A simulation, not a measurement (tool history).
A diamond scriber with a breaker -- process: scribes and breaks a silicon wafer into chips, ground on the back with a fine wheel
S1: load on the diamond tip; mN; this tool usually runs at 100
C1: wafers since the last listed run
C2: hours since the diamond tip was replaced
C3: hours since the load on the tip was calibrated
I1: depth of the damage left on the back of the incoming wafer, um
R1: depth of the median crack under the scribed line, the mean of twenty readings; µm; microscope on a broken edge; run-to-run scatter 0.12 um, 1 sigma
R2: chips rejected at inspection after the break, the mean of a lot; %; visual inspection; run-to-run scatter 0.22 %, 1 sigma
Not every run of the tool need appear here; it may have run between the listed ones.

run     day   S1   C1      C2      C3    I1     R1     R2
  1       0  100    0   865.2  1160.1  1.71   7.99   7.03
  2   1.438  100  147   899.7  1194.6  2.78   7.82  10.32
  3   2.208  100   78   918.2  1213.1  2.19    7.9    9.7
  4   3.412  100  123   947.1    1242  2.25   7.64  10.12
  5   4.821  118  144   980.9  1275.8   2.3   8.59   3.04
  6   5.825  118  102    1005  1299.9  1.68   8.63   1.93
  7   7.246  100  145  1039.1    1334  2.79   7.73  12.06
  8   7.925  100   69  1055.4  1350.3  1.53   7.74   8.76
      8.554  -- diamond tip replaced by a new one
  9   9.129   71  114    13.8  1379.2  2.88   5.41  73.46
      10.35  -- load on the tip recalibrated
     11.404  -- diamond tip replaced by a new one, repeated, since the last time left the tool worse
 10  12.433  122  320    24.7      50  2.47  10.19   8.57
 11  13.267  114   85    44.7      70  2.21   9.39   4.69
 12  14.279  114  103      69    94.3  1.65   9.21   4.88
 13  15.671  117  142   102.4   127.7  1.64   9.86   5.43
 14  16.367  123   71   119.1   144.4  1.68   9.97   9.73
 15  17.317   82   97   141.9   167.2  2.34   7.55  13.81
 16  17.879  126   57   155.4   180.7  2.79  10.28  10.33

Here are 3 independent what-if runs from the current tool condition. What would each one return?
  A  17.904  70   2  156  181.3  2.87   ?   ?
  B  17.904  78   2  156  181.3  2.87   ?   ?
  C  17.904  90   2  156  181.3  2.87   ?   ?

run    R1     R2
  A  6.68  30.33
  B  7.21  19.03
  C  7.97   8.02
With no hidden state in the tool, these same runs would have given:
run    R1     R2
  A  6.81  27.27
  B  7.35  16.44
  C  8.12   6.59
